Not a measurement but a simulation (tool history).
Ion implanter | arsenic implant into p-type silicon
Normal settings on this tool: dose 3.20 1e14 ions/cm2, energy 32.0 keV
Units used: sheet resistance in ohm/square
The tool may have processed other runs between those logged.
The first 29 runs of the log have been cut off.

| run | hour | dose | energy | read-back reference wafer on the same gauge, sheet resistance | sheet resistance |
|---|---|---|---|---|---|
| 30 | 394.1 | 4.08 | 24.0 | 232.05 | 226.42 |
| 31 | 415.6 | 3.58 | 32.0 | 232.02 | 240.64 |
| 32 | 426.7 | 3.77 | 40.0 | 232.02 | 223.46 |
| 33 | 434.0 | 3.20 | 32.0 | 231.96 | 262.57 |
| 34 | 444.0 | 3.20 | 24.5 | 231.86 | 273.05 |
| 35 | 460.4 | 2.69 | 41.5 | 231.98 | 288.31 |
| 36 | 476.7 | 2.37 | 25.0 | 232.00 | 340.49 |
| 37 | 482.9 | 3.75 | 24.0 | 231.94 | 242.76 |

Each row is a separate what-if for the run after 37, all from the same tool condition, not one after another. Results?
| A | 483.3 | 3.20 | 40.5 | ? | ? |
| B | 483.3 | 4.12 | 39.5 | ? | ? |
| C | 483.3 | 3.63 | 39.5 | ? | ? |
| D | 483.3 | 2.31 | 27.0 | ? | ? |
| E | 483.3 | 2.63 | 41.5 | ? | ? |

| run | read-back reference wafer on the same gauge, sheet resistance | sheet resistance |
|---|---|---|
| A | 231.97 | 253.87 |
| B | 231.97 | 210.09 |
| C | 231.97 | 231.48 |
| D | 231.97 | 343.43 |
| E | 231.97 | 293.02 |
The same runs, with their run-to-run variation unchanged, on a tool lacking any hidden condition would have given:
| run | sheet resistance |
|---|---|
| A | 253.87 |
| B | 210.09 |
| C | 231.48 |
| D | 343.43 |
| E | 293.02 |

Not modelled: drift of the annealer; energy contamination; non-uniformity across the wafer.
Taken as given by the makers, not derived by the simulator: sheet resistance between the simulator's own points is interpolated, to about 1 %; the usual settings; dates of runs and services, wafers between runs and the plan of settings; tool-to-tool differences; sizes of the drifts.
